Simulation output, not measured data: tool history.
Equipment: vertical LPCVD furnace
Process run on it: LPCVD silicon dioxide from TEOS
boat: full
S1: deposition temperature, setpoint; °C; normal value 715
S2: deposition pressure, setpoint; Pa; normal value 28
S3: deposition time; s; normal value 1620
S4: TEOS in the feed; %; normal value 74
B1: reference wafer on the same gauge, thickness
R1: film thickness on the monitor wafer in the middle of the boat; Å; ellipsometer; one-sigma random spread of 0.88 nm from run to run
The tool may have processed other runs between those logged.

run,day,S1,S2,S3,S4,B1,R1
1,0,715,28,1620,74,271.15,2694.4
2,1.962,722,28,1260,74,270.81,2440.9
3,4.817,722,28,1260,74,271.08,2458.6
4,7.217,715,28,1620,74,270.99,2712.3
5,9.988,715,28,1620,74,270.44,2725.3
6,11.238,715,28,1620,84,270.98,2900.2
7,12.258,715,28,1620,74,271.35,2732.5
# day 13.346: thermocouples replaced and temperature profile calibrated
8,15.046,715,28,1620,74,271.24,2537.2
9,17.946,715,28,1380,74,271.25,2148.4
# day 20.2: gauge calibrated
10,20.625,715,28,1920,61,270.86,2722.7
11,22.196,715,28,1620,74,270.8,2524.5
12,24.796,715,32,1620,74,270.92,2723.1
13,25.808,724,28,1920,74,271.38,3661.3
14,27.146,715,25.3,1620,74,270.79,2397.1
# day 28.954: TEOS flow controller replaced
15,29.492,715,26,2010,74,271.46,3012.1
16,31.3,710,24,2160,59,270.56,2505.2
17,33.258,726,22.7,1620,74,271.63,2921.9
18,38.208,715,24.7,2190,74,271.16,3218.2
19,39.454,715,28,2190,74,271.04,3437.7
20,41.904,708,32.7,1260,74,270.99,1821.6
# day 43.762: pressure gauge zeroed
21,49.125,706,23.3,990,64,270.88,1079.6
22,51.979,725,28,1620,87,270.91,3445.1
23,54.158,726,28,1620,74,271.06,3248.3
24,56.608,704,25.3,1110,74,271.1,1294
25,62.562,715,28,1620,74,271.18,2551
26,65.488,715,28,1620,74,271.22,2567.5
27,67.467,715,28,2190,81,270.94,3612.1
28,69.296,715,28,1020,74,270.39,1604.7
29,72.125,715,28,1620,74,271.12,2554.9
30,74.542,722,28,1620,74,271.19,2996.1
31,75.658,704,30.7,1230,74,271.02,1575.3

Each row is a separate what-if for the run after 31, all from the same tool condition, not one after another. Results?
A,75.812,704,28,1620,74,?,?
B,75.812,715,32.7,1620,74,?,?
C,75.812,706,28,1620,68,?,?
D,75.812,706,31.3,1620,88,?,?

run,B1,R1
A,271.2,2004.2
B,271.2,2781.4
C,271.2,2011.7
D,271.2,2420.8
Without the tool's unlogged condition, the same runs would have read:
run,R1
A,1980.9
B,2749.7
C,1988.4
D,2392.8

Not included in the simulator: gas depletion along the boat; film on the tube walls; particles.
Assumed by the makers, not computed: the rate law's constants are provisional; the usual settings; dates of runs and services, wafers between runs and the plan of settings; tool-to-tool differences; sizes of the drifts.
